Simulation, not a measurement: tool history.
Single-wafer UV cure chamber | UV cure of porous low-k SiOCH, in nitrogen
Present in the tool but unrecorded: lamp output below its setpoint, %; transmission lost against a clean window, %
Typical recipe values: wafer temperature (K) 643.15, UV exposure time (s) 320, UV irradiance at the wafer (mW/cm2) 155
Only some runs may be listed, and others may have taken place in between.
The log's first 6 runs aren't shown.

run	hour	wafer temperature (K)	UV exposure time (s)	UV irradiance at the wafer (mW/cm2)	wafers since the last listed run	hours since the UV bulbs were replaced	wafers since the quartz window was cleaned	loss of film thickness in the cure (%)
# hour 185.0: quartz window cleaned
7	185.5	643.15	320	155	193	2705.8	3	17.108
8	196.7	643.15	320	155	77	2717.0	80	16.929
9	217.5	643.15	320	167	143	2737.8	224	17.356
10	238.0	643.15	320	167	141	2758.3	365	17.237
11	253.4	643.15	320	167	106	2773.7	472	17.366
12	277.8	643.15	320	155	168	2798.1	640	16.715
13	296.4	643.15	320	155	128	2816.7	768	16.855
# hour 305.1: UV bulbs replaced
# hour 383.4: quartz window cleaned
14	383.9	643.15	320	155	493	78.8	3	19.449
15	412.2	657.15	320	155	195	107.1	198	19.644
16	440.7	643.15	155	170	196	135.6	395	15.849
17	465.2	662.15	235	119	169	160.1	564	16.711
18	482.0	629.15	425	186	115	176.9	680	22.002
# hour 552.6: quartz window cleaned
19	561.3	643.15	320	155	492	256.2	60	19.202

What does the tool deliver on the next run?
20	651.5	643.15	320	155	622	346.4	682	?

loss of film thickness in the cure (%): 19.439
Without the tool's hidden state the same run would have given loss of film thickness in the cure (%) 19.585.
